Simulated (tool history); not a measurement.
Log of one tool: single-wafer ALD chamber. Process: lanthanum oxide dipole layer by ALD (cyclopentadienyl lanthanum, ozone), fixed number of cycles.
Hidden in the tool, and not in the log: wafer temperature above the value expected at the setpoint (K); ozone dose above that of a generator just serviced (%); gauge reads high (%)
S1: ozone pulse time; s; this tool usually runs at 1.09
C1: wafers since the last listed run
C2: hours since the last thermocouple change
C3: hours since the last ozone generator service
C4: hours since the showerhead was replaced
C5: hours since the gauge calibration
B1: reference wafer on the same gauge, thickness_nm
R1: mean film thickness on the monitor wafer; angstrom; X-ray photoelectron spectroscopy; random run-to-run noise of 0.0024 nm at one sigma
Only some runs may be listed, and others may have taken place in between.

Run 1, day 0.000: usual settings; C1 0; C2 2055.6; C3 1325.1; C4 6264.2; C5 745.6; B1 0.464. Result: R1 5.58 angstrom.
Run 2, day 2.754: usual settings; C1 1798; C2 2121.7; C3 1391.2; C4 6330.3; C5 811.7; B1 0.464. Result: R1 5.53 angstrom.
Run 3, day 4.675: usual settings; C1 1254; C2 2167.8; C3 1437.3; C4 6376.4; C5 857.8; B1 0.464. Result: R1 5.53 angstrom.
Run 4, day 7.312: usual settings but S1 1.34 s; C1 1722; C2 2231.1; C3 1500.6; C4 6439.7; C5 921.1; B1 0.464. Result: R1 5.87 angstrom.
Run 5, day 10.038: usual settings but S1 1.34 s; C1 1779; C2 2296.5; C3 1566.0; C4 6505.1; C5 986.5; B1 0.464. Result: R1 5.82 angstrom.
Run 6, day 12.317: usual settings but S1 1.34 s; C1 1488; C2 2351.2; C3 1620.7; C4 6559.8; C5 1041.2; B1 0.464. Result: R1 5.82 angstrom.
Run 7, day 13.575: usual settings but S1 1.38 s; C1 821; C2 2381.4; C3 1650.9; C4 6590.0; C5 1071.4; B1 0.463. Result: R1 5.88 angstrom.
At day 16.025: ozone generator serviced.
Run 8, day 16.471: usual settings but S1 1.35 s; C1 1673; C2 2450.9; C3 10.7; C4 6659.5; C5 1140.9; B1 0.464. Result: R1 5.85 angstrom.
Run 9, day 17.771: usual settings but S1 1.35 s; C1 848; C2 2482.1; C3 41.9; C4 6690.7; C5 1172.1; B1 0.464. Result: R1 5.83 angstrom.
Run 10, day 19.517: usual settings but S1 1.35 s; C1 1140; C2 2524.0; C3 83.8; C4 6732.6; C5 1214.0; B1 0.463. Result: R1 5.88 angstrom.
Run 11, day 21.983: usual settings; C1 1610; C2 2583.2; C3 143.0; C4 6791.8; C5 1273.2; B1 0.464. Result: R1 5.56 angstrom.
Run 12, day 24.950: usual settings; C1 1937; C2 2654.4; C3 214.2; C4 6863.0; C5 1344.4; B1 0.463. Result: R1 5.58 angstrom.
Run 13, day 26.975: usual settings; C1 1322; C2 2703.0; C3 262.8; C4 6911.6; C5 1393.0; B1 0.464. Result: R1 5.52 angstrom.
At day 28.312: thermocouple changed; heater temperature recalibrated.
Run 14, day 29.542: usual settings but S1 0.71 s; C1 1458; C2 29.5; C3 324.4; C4 6973.2; C5 1454.6; B1 0.464. Result: R1 4.71 angstrom.
Run 15, day 31.917: usual settings but S1 1.49 s; C1 1550; C2 86.5; C3 381.4; C4 7030.2; C5 1511.6; B1 0.464. Result: R1 5.92 angstrom.
Run 16, day 33.283: usual settings; C1 892; C2 119.3; C3 414.2; C4 7063.0; C5 1544.4; B1 0.463. Result: R1 5.55 angstrom.
At day 34.583: showerhead replaced.
Run 17, day 35.692: usual settings but S1 0.97 s; C1 1354; C2 177.1; C3 472.0; C4 26.6; C5 1602.2; B1 0.464. Result: R1 5.36 angstrom.
At day 37.121: gauge calibrated.
Run 18, day 38.667: usual settings; C1 1942; C2 248.5; C3 543.4; C4 98.0; C5 37.1; B1 0.464. Result: R1 5.55 angstrom.
Run 19, day 40.304: usual settings but S1 1.50 s; C1 1069; C2 287.8; C3 582.7; C4 137.3; C5 76.4; B1 0.463. Result: R1 5.92 angstrom.
Run 20, day 42.038: usual settings but S1 1.51 s; C1 1131; C2 329.4; C3 624.3; C4 178.9; C5 118.0; B1 0.463. Result: R1 5.93 angstrom.
Run 21, day 43.746: usual settings but S1 0.81 s; C1 1115; C2 370.4; C3 665.3; C4 219.9; C5 159.0; B1 0.463. Result: R1 5.02 angstrom.
Run 22, day 46.375: usual settings but S1 1.40 s; C1 1716; C2 433.5; C3 728.4; C4 283.0; C5 222.1; B1 0.465. Result: R1 5.83 angstrom.
Run 23, day 48.058: usual settings but S1 0.68 s; C1 1099; C2 473.9; C3 768.8; C4 323.4; C5 262.5; B1 0.464. Result: R1 4.67 angstrom.
Run 24, day 49.558: usual settings; C1 979; C2 509.9; C3 804.8; C4 359.4; C5 298.5; B1 0.464. Result: R1 5.54 angstrom.
Run 25, day 51.188: usual settings but S1 0.66 s; C1 1063; C2 549.0; C3 843.9; C4 398.5; C5 337.6; B1 0.464. Result: R1 4.59 angstrom.
Run 26, day 52.342: usual settings; C1 753; C2 576.7; C3 871.6; C4 426.2; C5 365.3; B1 0.465. Result: R1 5.57 angstrom.
Run 27, day 54.242: usual settings; C1 1240; C2 622.3; C3 917.2; C4 471.8; C5 410.9; B1 0.464. Result: R1 5.54 angstrom.
Run 28, day 55.633: usual settings; C1 908; C2 655.7; C3 950.6; C4 505.2; C5 444.3; B1 0.463. Result: R1 5.52 angstrom.
Run 29, day 58.021: usual settings but S1 0.85 s; C1 1559; C2 713.0; C3 1007.9; C4 562.5; C5 501.6; B1 0.464. Result: R1 5.10 angstrom.
Run 30, day 60.812: usual settings but S1 1.33 s; C1 1822; C2 780.0; C3 1074.9; C4 629.5; C5 568.6; B1 0.464. Result: R1 5.84 angstrom.
Run 31, day 63.225: usual settings but S1 0.80 s; C1 1575; C2 837.9; C3 1132.8; C4 687.4; C5 626.5; B1 0.463. Result: R1 4.98 angstrom.
Run 32, day 65.350: usual settings but S1 1.45 s; C1 1387; C2 888.9; C3 1183.8; C4 738.4; C5 677.5; B1 0.464. Result: R1 5.90 angstrom.
Run 33, day 68.308: usual settings but S1 0.77 s; C1 1931; C2 959.9; C3 1254.8; C4 809.4; C5 748.5; B1 0.465. Result: R1 4.89 angstrom.
Run 34, day 70.954: usual settings; C1 1727; C2 1023.4; C3 1318.3; C4 872.9; C5 812.0; B1 0.465. Result: R1 5.55 angstrom.
Run 35, day 72.304: usual settings but S1 1.20 s; C1 881; C2 1055.8; C3 1350.7; C4 905.3; C5 844.4; B1 0.464. Result: R1 5.71 angstrom.

Alternative continuations, all from the tool just after run 35; predict every row:
Run A, day 72.321: usual settings; C1 10; C2 1056.2; C3 1351.1; C4 905.7; C5 844.8; B1 ?. Result: R1 ?.
Run B, day 72.321: usual settings but S1 0.83 s; C1 10; C2 1056.2; C3 1351.1; C4 905.7; C5 844.8; B1 ?. Result: R1 ?.
Run C, day 72.321: usual settings but S1 1.31 s; C1 10; C2 1056.2; C3 1351.1; C4 905.7; C5 844.8; B1 ?. Result: R1 ?.

run     B1    R1
  A  0.464  5.54
  B  0.464  5.05
  C  0.464  5.79
What these runs would have given with no unlogged condition in the tool:
run    R1
  A  5.54
  B  5.05
  C  5.79
